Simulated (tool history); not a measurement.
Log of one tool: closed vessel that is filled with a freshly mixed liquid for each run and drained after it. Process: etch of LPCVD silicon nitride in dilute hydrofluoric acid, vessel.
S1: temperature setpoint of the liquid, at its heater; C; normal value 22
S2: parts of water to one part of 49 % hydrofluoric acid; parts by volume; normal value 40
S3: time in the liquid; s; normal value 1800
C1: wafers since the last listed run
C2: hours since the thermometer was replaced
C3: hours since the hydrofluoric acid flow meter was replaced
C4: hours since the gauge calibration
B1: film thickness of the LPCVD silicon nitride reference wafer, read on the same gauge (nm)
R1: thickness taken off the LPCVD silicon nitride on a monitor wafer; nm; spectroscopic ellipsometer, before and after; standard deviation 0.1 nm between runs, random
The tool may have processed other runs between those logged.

run,hour,S1,S2,S3,C1,C2,C3,C4,B1,R1
1,0,22,40,1800,0,1296.7,807.1,1043.5,50.02,20.03
2,132.2,22,40,1800,4923,1428.9,939.3,1175.7,50.02,20.27
# hour 151: hydrofluoric acid flow meter replaced
3,215.1,22,40,1800,3050,1511.8,64.1,1258.6,49.97,19.42
4,271.3,22,30,1800,2093,1568,120.3,1314.8,50.01,25.37
5,367.5,22,40,2175,3583,1664.2,216.5,1411,49.95,23.27
# hour 379: gauge calibrated
6,439.1,22,40,2175,2666,1735.8,288.1,60.1,49.97,23.38
7,509.8,22,40,2175,2633,1806.5,358.8,130.8,49.99,23.36
8,561,19.5,40,1800,1906,1857.7,410,182,49.97,16.13
9,644.6,19.5,40,1800,3113,1941.3,493.6,265.6,49.99,16.26
10,721.4,22,40,1800,2860,2018.1,570.4,342.4,49.97,19.39
11,758.5,17,50,1800,1381,2055.2,607.5,379.5,50,10.95
# hour 788.4: thermometer replaced
12,796.2,25.5,40,1800,1366,7.8,645.2,417.2,50.01,27.17
13,875.3,22,40,2095,2946,86.9,724.3,496.3,50,24.93
# hour 897.8: hydrofluoric acid flow meter replaced
14,943.6,19,40,1180,2506,155.2,45.8,564.6,49.94,10.87
15,1032.1,24,25,2880,3296,243.7,134.3,653.1,50.03,59.42
16,1073.8,17.5,20,2225,1553,285.4,176,694.8,49.99,36.23
17,1123.7,24,25,2880,1858,335.3,225.9,744.7,50.02,59.65
18,1221.1,22,40,1800,3627,432.7,323.3,842.1,50.01,20.69

Predict each of these 3 candidate next runs independently; none follows another, all start after run 18:
A,1222.2,22,40,2795,40,433.8,324.4,843.2,?,?
B,1222.2,23.5,50,1235,40,433.8,324.4,843.2,?,?
C,1222.2,23.5,50,875,40,433.8,324.4,843.2,?,?

run,B1,R1
A,49.97,31.99
B,49.97,12.61
C,49.97,8.93
With the hidden condition removed and each run's random variation left untouched, the same runs would have given:
run,R1
A,32.18
B,12.67
C,8.98
